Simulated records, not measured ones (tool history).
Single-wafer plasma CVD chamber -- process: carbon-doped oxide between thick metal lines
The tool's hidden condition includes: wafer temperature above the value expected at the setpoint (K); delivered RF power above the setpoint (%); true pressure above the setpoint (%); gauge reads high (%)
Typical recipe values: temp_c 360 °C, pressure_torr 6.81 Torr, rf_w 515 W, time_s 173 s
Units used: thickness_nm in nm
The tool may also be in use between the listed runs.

run,hour,temp_c,pressure_torr,rf_w,time_s,wafers since the last listed run,hours since the last thermocouple change,hours since the last RF generator calibration,hours since the last manometer calibration,hours since the showerhead was replaced,hours since the gauge calibration,"read-back reference wafer on the same gauge, thickness_nm",thickness_nm
1,0.0,360,6.81,515,201,0,830.6,515.5,1242.0,5439.8,536.1,1014.694,1030.051
2,64.1,360,6.81,515,173,457,894.7,579.6,1306.1,5503.9,600.2,1014.803,889.535
3,135.4,367,6.81,515,173,509,966.0,650.9,1377.4,5575.2,671.5,1014.637,873.714
4,236.5,360,6.81,560,173,721,1067.1,752.0,1478.5,5676.3,772.6,1014.780,949.679
5,274.9,360,6.81,560,173,274,1105.5,790.4,1516.9,5714.7,811.0,1012.807,944.661
6,322.7,360,6.81,560,173,341,1153.3,838.2,1564.7,5762.5,858.8,1014.182,946.021
7,380.6,360,6.81,515,173,413,1211.2,896.1,1622.6,5820.4,916.7,1013.628,876.289
8,437.0,360,6.81,515,157,402,1267.6,952.5,1679.0,5876.8,973.1,1015.422,799.670
9,519.1,360,6.81,515,157,586,1349.7,1034.6,1761.1,5958.9,1055.2,1016.068,798.719
# hour 533.8: capacitance manometer re-zeroed and calibrated
10,561.2,360,6.81,515,173,243,1391.8,1076.7,27.4,6001.0,1097.3,1015.946,872.848
# hour 593.2: thermocouple changed; heater temperature recalibrated
11,630.6,360,6.81,515,173,438,37.4,1146.1,96.8,6070.4,1166.7,1014.567,873.456
12,710.8,360,5.81,460,173,572,117.6,1226.3,177.0,6150.6,1246.9,1012.462,776.232
# hour 784.4: gauge calibrated
13,808.0,360,6.81,515,149,694,214.8,1323.5,274.2,6247.8,23.6,1014.127,752.906
# hour 870.6: RF generator calibrated
14,875.2,348,6.17,435,204,422,282.0,4.6,341.4,6315.0,90.8,1015.050,950.112
15,945.7,360,6.81,515,173,503,352.5,75.1,411.9,6385.5,161.3,1015.816,915.224
16,1026.7,354,5.99,585,183,578,433.5,156.1,492.9,6466.5,242.3,1015.674,1052.097
17,1091.8,348,5.62,515,173,464,498.6,221.2,558.0,6531.6,307.4,1015.317,910.005
# hour 1112.3: showerhead replaced
18,1193.6,360,7.61,515,173,669,600.4,323.0,659.8,81.3,409.2,1014.476,908.842
19,1250.7,360,6.81,515,173,407,657.5,380.1,716.9,138.4,466.3,1014.316,893.485
20,1353.4,360,6.81,515,191,733,760.2,482.8,819.6,241.1,569.0,1014.922,979.068
21,1442.9,360,7.64,515,173,639,849.7,572.3,909.1,330.6,658.5,1012.932,897.565

The next listed run, before its measurement:
22,1515.3,366,6.81,555,173,516,922.1,644.7,981.5,403.0,730.9,?,?

read-back reference wafer on the same gauge, thickness_nm: 1014.126
thickness_nm: 939.151 nm
With the hidden condition absent and the run-to-run variation left alone, this run would have shown thickness_nm 981.527 nm.

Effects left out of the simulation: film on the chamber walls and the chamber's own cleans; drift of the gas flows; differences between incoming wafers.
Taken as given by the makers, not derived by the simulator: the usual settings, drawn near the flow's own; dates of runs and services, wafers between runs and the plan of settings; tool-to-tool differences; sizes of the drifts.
